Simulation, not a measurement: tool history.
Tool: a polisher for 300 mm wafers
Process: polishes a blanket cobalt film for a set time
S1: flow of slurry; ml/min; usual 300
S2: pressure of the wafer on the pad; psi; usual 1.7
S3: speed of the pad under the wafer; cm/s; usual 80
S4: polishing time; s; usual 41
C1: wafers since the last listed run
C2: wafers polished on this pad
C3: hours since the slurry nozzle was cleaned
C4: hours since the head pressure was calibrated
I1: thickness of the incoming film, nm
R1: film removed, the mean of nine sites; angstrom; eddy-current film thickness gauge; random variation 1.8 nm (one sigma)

Run 1, day 0: usual settings; C1 0; C2 1025; C3 133.4; C4 318.3; I1 1289.6. Result: R1 1599 angstrom.
Run 2, day 2.838: usual settings; C1 486; C2 1512; C3 201.5; C4 386.4; I1 1284.3. Result: R1 1642 angstrom.
Run 3, day 4.896: usual settings; C1 352; C2 1864; C3 250.9; C4 435.8; I1 1295.1. Result: R1 1610 angstrom.
At day 9.338: worn pad replaced by a new one.
Run 4, day 9.358: usual settings; C1 736; C2 3; C3 358; C4 542.9; I1 1313.2. Result: R1 1556 angstrom.
Run 5, day 13.025: usual settings; C1 628; C2 632; C3 446; C4 630.9; I1 1302.3. Result: R1 1593 angstrom.
At day 14.112: slurry nozzle cleaned.
Run 6, day 15.154: usual settings but S3 70 cm/s, S4 32 s; C1 357; C2 989; C3 25; C4 682; I1 1292.6. Result: R1 1078 angstrom.
At day 22.738: worn pad replaced by a new one.
At day 24.138: head pressure recalibrated.
Run 7, day 27.688: usual settings but S3 70 cm/s, S4 32 s; C1 2105; C2 834; C3 325.8; C4 85.2; I1 1311.9. Result: R1 1131 angstrom.
Run 8, day 31.033: usual settings but S3 70 cm/s, S4 32 s; C1 573; C2 1407; C3 406.1; C4 165.5; I1 1312.4. Result: R1 1133 angstrom.
Run 9, day 33.404: usual settings but S2 1.4 psi, S3 90 cm/s; C1 406; C2 1814; C3 463; C4 222.4; I1 1303.7. Result: R1 1476 angstrom.
At day 34.083: slurry nozzle cleaned.
Run 10, day 36.212: usual settings but S2 1.4 psi, S3 90 cm/s; C1 474; C2 2288; C3 51.1; C4 289.8; I1 1305.1. Result: R1 1431 angstrom.
At day 37.371: worn pad replaced by a new one.
Run 11, day 37.788: usual settings but S3 100 cm/s; C1 241; C2 71; C3 88.9; C4 327.6; I1 1310. Result: R1 1888 angstrom.
Run 12, day 39.871: usual settings but S3 98 cm/s, S4 35 s; C1 357; C2 428; C3 138.9; C4 377.6; I1 1295.2. Result: R1 1624 angstrom.
Run 13, day 42.462: usual settings but S1 380 ml/min, S2 1.5 psi; C1 444; C2 872; C3 201.1; C4 439.8; I1 1304.2. Result: R1 1408 angstrom.
Run 14, day 44.229: usual settings but S1 250 ml/min, S2 1.5 psi; C1 302; C2 1175; C3 243.5; C4 482.2; I1 1300.8. Result: R1 1372 angstrom.
Run 15, day 46.458: usual settings but S2 2.2 psi, S3 98 cm/s; C1 382; C2 1557; C3 297; C4 535.7; I1 1330.5. Result: R1 2404 angstrom.
Run 16, day 49.492: usual settings; C1 519; C2 2077; C3 369.8; C4 608.5; I1 1316.7. Result: R1 1533 angstrom.
Run 17, day 51.408: usual settings but S1 220 ml/min, S2 2.2 psi, S3 90 cm/s, S4 45 s; C1 328; C2 2406; C3 415.8; C4 654.5; I1 1302.9. Result: R1 2325 angstrom.
At day 52.871: worn pad replaced by a new one.
Run 18, day 54.642: usual settings but S2 1.5 psi; C1 525; C2 303; C3 493.4; C4 732.1; I1 1294. Result: R1 1356 angstrom.
At day 55.942: slurry nozzle cleaned.
Run 19, day 57.792: usual settings but S1 235 ml/min, S3 64 cm/s; C1 532; C2 836; C3 44.4; C4 807.7; I1 1307.3. Result: R1 1255 angstrom.
Run 20, day 60.429: usual settings but S3 70 cm/s, S4 32 s; C1 452; C2 1288; C3 107.7; C4 871; I1 1333. Result: R1 1031 angstrom.
Run 21, day 62.475: usual settings but S1 355 ml/min, S2 1.4 psi; C1 350; C2 1639; C3 156.8; C4 920.1; I1 1327.5. Result: R1 1233 angstrom.
Run 22, day 65.946: usual settings but S2 2 psi; C1 594; C2 2234; C3 240.1; C4 1003.4; I1 1312.9. Result: R1 1710 angstrom.

The next listed run, before its measurement:
At day 67.683: worn pad replaced by a new one.
Run 23, day 68.488: usual settings; C1 407; C2 137; C3 301.1; C4 1064.4; I1 1304.3. Result: R1 ?.

Run 23 gave R1 1391 angstrom.
Without the tool's hidden state the same run would have given R1 1595 angstrom.

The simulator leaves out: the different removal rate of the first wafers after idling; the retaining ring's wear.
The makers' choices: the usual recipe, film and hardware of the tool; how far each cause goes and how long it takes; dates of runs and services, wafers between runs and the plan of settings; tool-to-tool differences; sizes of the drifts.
